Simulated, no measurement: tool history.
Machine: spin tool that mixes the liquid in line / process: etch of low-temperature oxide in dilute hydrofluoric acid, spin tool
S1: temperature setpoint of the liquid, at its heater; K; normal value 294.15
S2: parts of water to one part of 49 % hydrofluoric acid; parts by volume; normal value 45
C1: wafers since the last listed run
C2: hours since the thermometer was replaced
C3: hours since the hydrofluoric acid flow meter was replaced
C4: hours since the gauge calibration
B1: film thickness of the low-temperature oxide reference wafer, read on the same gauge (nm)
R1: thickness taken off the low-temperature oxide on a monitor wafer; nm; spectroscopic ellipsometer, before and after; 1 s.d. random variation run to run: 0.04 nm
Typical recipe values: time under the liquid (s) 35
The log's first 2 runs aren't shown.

run 3 hour=23.6 | S1=294.15 S2=45 time_under_the_liquid_(s)=35 | C1=115 C2=2641.3 C3=1751.2 C4=574.9 | B1=110.00 | R1=7.80
run 4 hour=31.3 | S1=294.15 S2=45 time_under_the_liquid_(s)=35 | C1=89 C2=2649.0 C3=1758.9 C4=582.6 | B1=110.02 | R1=7.75
run 5 hour=48.1 | S1=294.15 S2=45 time_under_the_liquid_(s)=35 | C1=195 C2=2665.8 C3=1775.7 C4=599.4 | B1=109.98 | R1=7.75
run 6 hour=60.4 | S1=294.15 S2=45 time_under_the_liquid_(s)=35 | C1=142 C2=2678.1 C3=1788.0 C4=611.7 | B1=109.99 | R1=7.75
run 7 hour=74.2 | S1=294.15 S2=45 time_under_the_liquid_(s)=35 | C1=160 C2=2691.9 C3=1801.8 C4=625.5 | B1=109.99 | R1=7.77
run 8 hour=87.1 | S1=294.15 S2=45 time_under_the_liquid_(s)=35 | C1=149 C2=2704.8 C3=1814.7 C4=638.4 | B1=110.01 | R1=7.77
run 9 hour=94.3 | S1=294.15 S2=45 time_under_the_liquid_(s)=35 | C1=83 C2=2712.0 C3=1821.9 C4=645.6 | B1=109.97 | R1=7.82
-- hour=96.4 gauge calibrated
run 10 hour=100.5 | S1=295.65 S2=55 time_under_the_liquid_(s)=40 | C1=72 C2=2718.2 C3=1828.1 C4=4.1 | B1=110.00 | R1=7.58
run 11 hour=113.9 | S1=298.15 S2=45 time_under_the_liquid_(s)=45 | C1=155 C2=2731.6 C3=1841.5 C4=17.5 | B1=109.98 | R1=11.67
run 12 hour=128.5 | S1=290.65 S2=65 time_under_the_liquid_(s)=50 | C1=169 C2=2746.2 C3=1856.1 C4=32.1 | B1=110.01 | R1=6.50
run 13 hour=140.0 | S1=294.15 S2=45 time_under_the_liquid_(s)=35 | C1=133 C2=2757.7 C3=1867.6 C4=43.6 | B1=110.00 | R1=7.66
run 14 hour=146.3 | S1=292.15 S2=45 time_under_the_liquid_(s)=35 | C1=73 C2=2764.0 C3=1873.9 C4=49.9 | B1=110.01 | R1=7.14
-- hour=151.1 thermometer replaced
run 15 hour=159.2 | S1=292.65 S2=40 time_under_the_liquid_(s)=55 | C1=138 C2=8.1 C3=1886.8 C4=62.8 | B1=110.00 | R1=11.69
run 16 hour=165.6 | S1=297.15 S2=60 time_under_the_liquid_(s)=35 | C1=74 C2=14.5 C3=1893.2 C4=69.2 | B1=110.00 | R1=5.81
run 17 hour=172.9 | S1=294.15 S2=45 time_under_the_liquid_(s)=40 | C1=84 C2=21.8 C3=1900.5 C4=76.5 | B1=110.03 | R1=7.98
run 18 hour=181.1 | S1=290.15 S2=55 time_under_the_liquid_(s)=40 | C1=95 C2=30.0 C3=1908.7 C4=84.7 | B1=109.99 | R1=5.47
-- hour=221.3 hydrofluoric acid flow meter replaced
run 19 hour=221.8 | S1=294.15 S2=45 time_under_the_liquid_(s)=35 | C1=461 C2=70.7 C3=0.5 C4=125.4 | B1=110.01 | R1=8.13
run 20 hour=263.6 | S1=294.15 S2=45 time_under_the_liquid_(s)=40 | C1=485 C2=112.5 C3=42.3 C4=167.2 | B1=109.99 | R1=9.30
run 21 hour=271.4 | S1=290.15 S2=30 time_under_the_liquid_(s)=45 | C1=90 C2=120.3 C3=50.1 C4=175.0 | B1=109.99 | R1=13.34
run 22 hour=282.2 | S1=294.15 S2=45 time_under_the_liquid_(s)=35 | C1=125 C2=131.1 C3=60.9 C4=185.8 | B1=110.01 | R1=8.21

Forecast run 23:
run 23 hour=290.0 | S1=294.15 S2=35 time_under_the_liquid_(s)=25 | C1=90 C2=138.9 C3=68.7 C4=193.6 | B1=? | R1=?

Run 23 came out at B1 109.99, R1 7.66 nm.
Without the tool's hidden state the same run would have given R1 7.61 nm.
